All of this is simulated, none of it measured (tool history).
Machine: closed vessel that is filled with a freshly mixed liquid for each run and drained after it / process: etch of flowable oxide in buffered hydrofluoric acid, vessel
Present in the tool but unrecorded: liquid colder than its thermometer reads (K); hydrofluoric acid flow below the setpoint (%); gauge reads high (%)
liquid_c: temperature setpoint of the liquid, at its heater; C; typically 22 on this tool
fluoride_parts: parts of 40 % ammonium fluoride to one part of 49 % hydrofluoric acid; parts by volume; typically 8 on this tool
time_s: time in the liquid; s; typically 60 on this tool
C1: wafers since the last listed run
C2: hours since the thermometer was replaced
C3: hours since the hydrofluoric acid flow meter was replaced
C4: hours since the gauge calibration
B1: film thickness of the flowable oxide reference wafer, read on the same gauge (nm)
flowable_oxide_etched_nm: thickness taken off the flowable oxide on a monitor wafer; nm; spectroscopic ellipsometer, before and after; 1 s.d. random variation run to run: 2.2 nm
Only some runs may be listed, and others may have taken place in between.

run 1 hour=0 | liquid_c=19 fluoride_parts=8 time_s=60 | C1=0 C2=1699.5 C3=356.5 C4=490.2 | B1=70.01 | flowable_oxide_etched_nm=204.98
run 2 hour=69.2 | liquid_c=19 fluoride_parts=8 time_s=60 | C1=5057 C2=1768.7 C3=425.7 C4=559.4 | B1=69.97 | flowable_oxide_etched_nm=209.72
-- hour=99 hydrofluoric acid flow meter replaced
run 3 hour=107 | liquid_c=22 fluoride_parts=8 time_s=60 | C1=2689 C2=1806.5 C3=8 C4=597.2 | B1=69.98 | flowable_oxide_etched_nm=252.58
run 4 hour=152.5 | liquid_c=22 fluoride_parts=8 time_s=60 | C1=3325 C2=1852 C3=53.5 C4=642.7 | B1=70.02 | flowable_oxide_etched_nm=246.53
run 5 hour=197.8 | liquid_c=22 fluoride_parts=10.5 time_s=60 | C1=3310 C2=1897.3 C3=98.8 C4=688 | B1=69.96 | flowable_oxide_etched_nm=194.68
run 6 hour=265.4 | liquid_c=22 fluoride_parts=10.5 time_s=60 | C1=4940 C2=1964.9 C3=166.4 C4=755.6 | B1=70.03 | flowable_oxide_etched_nm=192.31
run 7 hour=330.8 | liquid_c=22 fluoride_parts=8 time_s=60 | C1=4779 C2=2030.3 C3=231.8 C4=821 | B1=70 | flowable_oxide_etched_nm=250.09
run 8 hour=382.4 | liquid_c=22 fluoride_parts=8 time_s=75 | C1=3771 C2=2081.9 C3=283.4 C4=872.6 | B1=69.97 | flowable_oxide_etched_nm=310.13
run 9 hour=444.8 | liquid_c=22 fluoride_parts=9 time_s=60 | C1=4560 C2=2144.3 C3=345.8 C4=935 | B1=69.98 | flowable_oxide_etched_nm=220.24
run 10 hour=505.6 | liquid_c=19.5 fluoride_parts=8 time_s=60 | C1=4443 C2=2205.1 C3=406.6 C4=995.8 | B1=70.02 | flowable_oxide_etched_nm=216.3
-- hour=533.2 hydrofluoric acid flow meter replaced
run 11 hour=537.6 | liquid_c=22 fluoride_parts=8 time_s=60 | C1=2265 C2=2237.1 C3=4.4 C4=1027.8 | B1=69.97 | flowable_oxide_etched_nm=246.11
run 12 hour=595.6 | liquid_c=22 fluoride_parts=8 time_s=60 | C1=4238 C2=2295.1 C3=62.4 C4=1085.8 | B1=69.96 | flowable_oxide_etched_nm=247.41
run 13 hour=645.4 | liquid_c=17.5 fluoride_parts=8 time_s=35 | C1=3639 C2=2344.9 C3=112.2 C4=1135.6 | B1=69.97 | flowable_oxide_etched_nm=112.39
-- hour=709.3 gauge calibrated
run 14 hour=711.1 | liquid_c=22 fluoride_parts=8 time_s=30 | C1=4801 C2=2410.6 C3=177.9 C4=1.8 | B1=70.02 | flowable_oxide_etched_nm=121.26
-- hour=725 thermometer replaced
run 15 hour=747.7 | liquid_c=23.5 fluoride_parts=7 time_s=50 | C1=2601 C2=22.7 C3=214.5 C4=38.4 | B1=70.01 | flowable_oxide_etched_nm=259.45
run 16 hour=784.6 | liquid_c=18 fluoride_parts=8 time_s=30 | C1=2696 C2=59.6 C3=251.4 C4=75.3 | B1=69.98 | flowable_oxide_etched_nm=98.89
run 17 hour=821.4 | liquid_c=19.5 fluoride_parts=9 time_s=35 | C1=2689 C2=96.4 C3=288.2 C4=112.1 | B1=70.03 | flowable_oxide_etched_nm=109.56
run 18 hour=870.6 | liquid_c=17 fluoride_parts=8 time_s=60 | C1=3595 C2=145.6 C3=337.4 C4=161.3 | B1=70.02 | flowable_oxide_etched_nm=186.79
run 19 hour=915.4 | liquid_c=18 fluoride_parts=9 time_s=75 | C1=3274 C2=190.4 C3=382.2 C4=206.1 | B1=69.99 | flowable_oxide_etched_nm=218.78
run 20 hour=952.5 | liquid_c=20 fluoride_parts=8 time_s=60 | C1=2711 C2=227.5 C3=419.3 C4=243.2 | B1=70 | flowable_oxide_etched_nm=219.23
run 21 hour=986.8 | liquid_c=22 fluoride_parts=8 time_s=60 | C1=2506 C2=261.8 C3=453.6 C4=277.5 | B1=70.04 | flowable_oxide_etched_nm=247.6
run 22 hour=1025.6 | liquid_c=23.5 fluoride_parts=8 time_s=60 | C1=2835 C2=300.6 C3=492.4 C4=316.3 | B1=70.01 | flowable_oxide_etched_nm=268.45
run 23 hour=1090 | liquid_c=26 fluoride_parts=7 time_s=35 | C1=4706 C2=365 C3=556.8 C4=380.7 | B1=70.01 | flowable_oxide_etched_nm=205.86
-- hour=1098.7 hydrofluoric acid flow meter replaced
run 24 hour=1154.8 | liquid_c=27 fluoride_parts=11 time_s=60 | C1=4662 C2=429.8 C3=56.1 C4=445.5 | B1=70.03 | flowable_oxide_etched_nm=242.41
run 25 hour=1217.4 | liquid_c=22 fluoride_parts=8 time_s=60 | C1=4574 C2=492.4 C3=118.7 C4=508.1 | B1=69.98 | flowable_oxide_etched_nm=249.85
run 26 hour=1257.9 | liquid_c=22 fluoride_parts=10.5 time_s=60 | C1=2959 C2=532.9 C3=159.2 C4=548.6 | B1=69.99 | flowable_oxide_etched_nm=195.33
run 27 hour=1287.3 | liquid_c=22 fluoride_parts=8 time_s=60 | C1=2148 C2=562.3 C3=188.6 C4=578 | B1=70 | flowable_oxide_etched_nm=246.55
run 28 hour=1352.6 | liquid_c=22 fluoride_parts=8 time_s=45 | C1=4772 C2=627.6 C3=253.9 C4=643.3 | B1=69.97 | flowable_oxide_etched_nm=186.39
run 29 hour=1379.7 | liquid_c=23.5 fluoride_parts=7 time_s=50 | C1=1980 C2=654.7 C3=281 C4=670.4 | B1=70.02 | flowable_oxide_etched_nm=258.71
run 30 hour=1438.3 | liquid_c=22 fluoride_parts=5 time_s=80 | C1=4282 C2=713.3 C3=339.6 C4=729 | B1=70.04 | flowable_oxide_etched_nm=507.21
run 31 hour=1502.6 | liquid_c=20.5 fluoride_parts=8 time_s=60 | C1=4699 C2=777.6 C3=403.9 C4=793.3 | B1=69.99 | flowable_oxide_etched_nm=224.58
run 32 hour=1535.1 | liquid_c=19.5 fluoride_parts=8 time_s=60 | C1=2375 C2=810.1 C3=436.4 C4=825.8 | B1=70.03 | flowable_oxide_etched_nm=216.31
run 33 hour=1606 | liquid_c=22 fluoride_parts=8 time_s=60 | C1=5181 C2=881 C3=507.3 C4=896.7 | B1=69.99 | flowable_oxide_etched_nm=245.56

Across each entry between runs, compare the hidden state at the last listed run before it with the hidden state at the first listed run after it:
After run 2, before run 3: hydrofluoric acid flow meter replaced (hour 99)
  the hidden state is the same at both runs
After run 10, before run 11: hydrofluoric acid flow meter replaced (hour 533.2)
  the hidden state is the same at both runs
After run 13, before run 14: gauge calibrated (hour 709.3)
  the hidden state is the same at both runs
After run 14, before run 15: thermometer replaced (hour 725)
  the hidden state is the same at both runs
After run 23, before run 24: hydrofluoric acid flow meter replaced (hour 1098.7)
  the hidden state is the same at both runs

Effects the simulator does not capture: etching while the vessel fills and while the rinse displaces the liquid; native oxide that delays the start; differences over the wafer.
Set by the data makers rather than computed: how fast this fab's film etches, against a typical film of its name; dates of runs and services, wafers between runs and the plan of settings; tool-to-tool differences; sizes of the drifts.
